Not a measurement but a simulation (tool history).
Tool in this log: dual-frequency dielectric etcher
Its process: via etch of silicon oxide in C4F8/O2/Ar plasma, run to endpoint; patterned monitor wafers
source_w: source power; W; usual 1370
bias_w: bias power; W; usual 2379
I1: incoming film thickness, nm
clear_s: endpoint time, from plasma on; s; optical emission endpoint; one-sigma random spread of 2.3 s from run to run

{"run": 1, "hour": 0.0, "source_w": 1370, "bias_w": 2379, "I1": 1782.7, "clear_s": 371.2}
{"run": 2, "hour": 49.6, "source_w": 1370, "bias_w": 2379, "I1": 1803.1, "clear_s": 366.9}
{"run": 3, "hour": 75.1, "source_w": 1370, "bias_w": 2379, "I1": 1800.7, "clear_s": 370.9}
{"hour": 105.1, "done": "wet clean of the chamber"}
{"run": 4, "hour": 146.5, "source_w": 1370, "bias_w": 2379, "I1": 1801.6, "clear_s": 379.8}
{"run": 5, "hour": 218.0, "source_w": 1370, "bias_w": 2379, "I1": 1792.3, "clear_s": 379.0}
{"run": 6, "hour": 283.3, "source_w": 1370, "bias_w": 2379, "I1": 1800.9, "clear_s": 375.1}
{"hour": 325.0, "done": "upper electrode replaced"}
{"run": 7, "hour": 338.3, "source_w": 1370, "bias_w": 2379, "I1": 1823.3, "clear_s": 378.1}
{"run": 8, "hour": 389.7, "source_w": 1370, "bias_w": 2602, "I1": 1796.7, "clear_s": 357.5}
{"run": 9, "hour": 428.6, "source_w": 1370, "bias_w": 2379, "I1": 1790.5, "clear_s": 374.0}
{"run": 10, "hour": 486.8, "source_w": 1590, "bias_w": 2557, "I1": 1774.8, "clear_s": 327.0}
{"hour": 522.0, "done": "wet clean of the chamber"}
{"run": 11, "hour": 542.2, "source_w": 1130, "bias_w": 2844, "I1": 1825.5, "clear_s": 401.3}
{"hour": 552.6, "done": "source power generator calibrated"}
{"run": 12, "hour": 569.5, "source_w": 1370, "bias_w": 2379, "I1": 1795.7, "clear_s": 380.9}
{"hour": 605.6, "done": "bias power generator calibrated"}
{"run": 13, "hour": 610.9, "source_w": 1140, "bias_w": 1914, "I1": 1802.4, "clear_s": 463.7}
{"run": 14, "hour": 638.8, "source_w": 1370, "bias_w": 2602, "I1": 1795.6, "clear_s": 363.6}
{"run": 15, "hour": 675.5, "source_w": 1370, "bias_w": 2379, "I1": 1794.5, "clear_s": 377.3}
{"run": 16, "hour": 738.7, "source_w": 1580, "bias_w": 1883, "I1": 1793.0, "clear_s": 381.9}
{"run": 17, "hour": 789.6, "source_w": 1370, "bias_w": 2379, "I1": 1773.0, "clear_s": 367.9}
{"run": 18, "hour": 831.6, "source_w": 1590, "bias_w": 2379, "I1": 1790.9, "clear_s": 343.3}
{"run": 19, "hour": 870.0, "source_w": 1620, "bias_w": 2928, "I1": 1795.7, "clear_s": 311.1}

Below, some changes in clear_s between adjacent runs. For each, the amount present without the hidden state too (settings, incoming material, random variation) and the amount remaining for the hidden state with gauge scatter not shared by both compared results:
The hidden state here: etch rate over this chamber's usual, %; source power that arrives over what is set, %; bias power that arrives over what is set, %.
Run 3 -> 4: wet clean of the chamber. clear_s +8.9 s: hidden state +10.5, all else -1.6.
Run 13 -> 14: source_w 1140 -> 1370, bias_w 1914 -> 2602. clear_s -100.1 s: hidden state +0.3, all else -100.4.
